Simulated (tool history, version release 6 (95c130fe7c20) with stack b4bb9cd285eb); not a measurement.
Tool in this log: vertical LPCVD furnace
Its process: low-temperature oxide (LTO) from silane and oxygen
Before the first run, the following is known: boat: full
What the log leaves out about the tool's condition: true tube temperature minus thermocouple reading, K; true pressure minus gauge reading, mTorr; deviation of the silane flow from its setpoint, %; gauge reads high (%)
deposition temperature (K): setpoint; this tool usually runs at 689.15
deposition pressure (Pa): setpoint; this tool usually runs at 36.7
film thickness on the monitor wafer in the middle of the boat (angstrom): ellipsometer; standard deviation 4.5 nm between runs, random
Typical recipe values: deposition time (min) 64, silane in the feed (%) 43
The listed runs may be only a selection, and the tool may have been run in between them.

run,hour,deposition temperature (K),deposition pressure (Pa),deposition time (min),silane in the feed (%),wafers since the last listed run,hours since the last temperature calibration,hours since the pressure gauge was zeroed,hours since the silane flow controller was replaced,hours since the gauge calibration,"read-back reference wafer on the same gauge, thickness",film thickness on the monitor wafer in the middle of the boat (angstrom)
1,0,689.15,36.7,78,43,0,1765.3,1978.8,6081.5,459.1,980.48,13650
2,91.5,689.15,36.7,78,43,1060,1856.8,2070.3,6173,550.6,980.55,13709
3,193.3,689.15,36.7,64,43,1180,1958.6,2172.1,6274.8,652.4,981.57,11199.9
4,240,689.15,36.7,64,43,541,2005.3,2218.8,6321.5,699.1,981.14,11200.3
5,301.8,689.15,40,64,43,716,2067.1,2280.6,6383.3,760.9,981,12191.7
6,378.7,689.15,40,64,43,891,2144,2357.5,6460.2,837.8,981.54,12266.5
7,431.3,689.15,40,64,43,609,2196.6,2410.1,6512.8,890.4,980.65,12250.9
8,483.7,696.15,36.7,64,43,607,2249,2462.5,6565.2,942.8,980.22,12106.7
9,527.9,689.15,36.7,64,43,512,2293.2,2506.7,6609.4,987,980.51,11229
10,629.1,689.15,36.7,64,43,1173,2394.4,2607.9,6710.6,1088.2,979.69,11256
11,730.1,689.15,36.7,64,43,1170,2495.4,2708.9,6811.6,1189.2,979.52,11239.9
# hour 833.5: silane flow controller replaced
12,834,695.15,36.7,64,36,926,2599.3,2812.8,0.5,1293.1,981.48,9776.5
13,1032.7,683.15,43.3,64,41,2303,2798,3011.5,199.2,1491.8,980.24,11965.6
14,1117.8,689.15,36.7,64,43,986,2883.1,3096.6,284.3,1576.9,979.83,11279.7
# hour 1149.8: pressure gauge zeroed
15,1373.7,689.15,36.7,64,43,2688,3139,223.9,540.2,1832.8,978.84,11370.3
# hour 1413.7: thermocouples replaced and temperature profile calibrated
16,1475.1,689.15,36.7,53,50,897,61.4,325.3,641.6,1934.2,978.11,10329.1
# hour 1483.2: gauge calibrated
17,1577.9,689.15,36.7,64,43,1191,164.2,428.1,744.4,94.7,979.49,11045.2
18,1678.2,689.15,36.7,47,45,1162,264.5,528.4,844.7,195,977.68,8479.8
19,1740.6,689.15,36.7,64,37,723,326.9,590.8,907.1,257.4,981.22,9280.7
20,1793.7,689.15,32,64,37,615,380,643.9,960.2,310.5,981.73,8154.5
21,1850.5,689.15,31.3,64,50,658,436.8,700.7,1017,367.3,980.51,10813.6
22,1906.6,689.15,36.7,80,43,650,492.9,756.8,1073.1,423.4,980.83,13844.9

Here are 4 independent what-if runs from the current tool condition. What would each one return?
A,1911.1,689.15,32.7,64,43,52,497.4,761.3,1077.6,427.9,?,?
B,1911.1,682.15,36.7,78,43,52,497.4,761.3,1077.6,427.9,?,?
C,1911.1,689.15,29.3,64,35,52,497.4,761.3,1077.6,427.9,?,?
D,1911.1,693.15,42,64,49,52,497.4,761.3,1077.6,427.9,?,?

run,"read-back reference wafer on the same gauge, thickness",film thickness on the monitor wafer in the middle of the boat (angstrom)
A,980.66,9890.7
B,980.66,12598.4
C,980.66,6986.6
D,980.66,14897.3
What these runs would have given with no unlogged condition in the tool:
run,film thickness on the monitor wafer in the middle of the boat (angstrom)
A,9746.4
B,12409.4
C,6878
D,14693.3
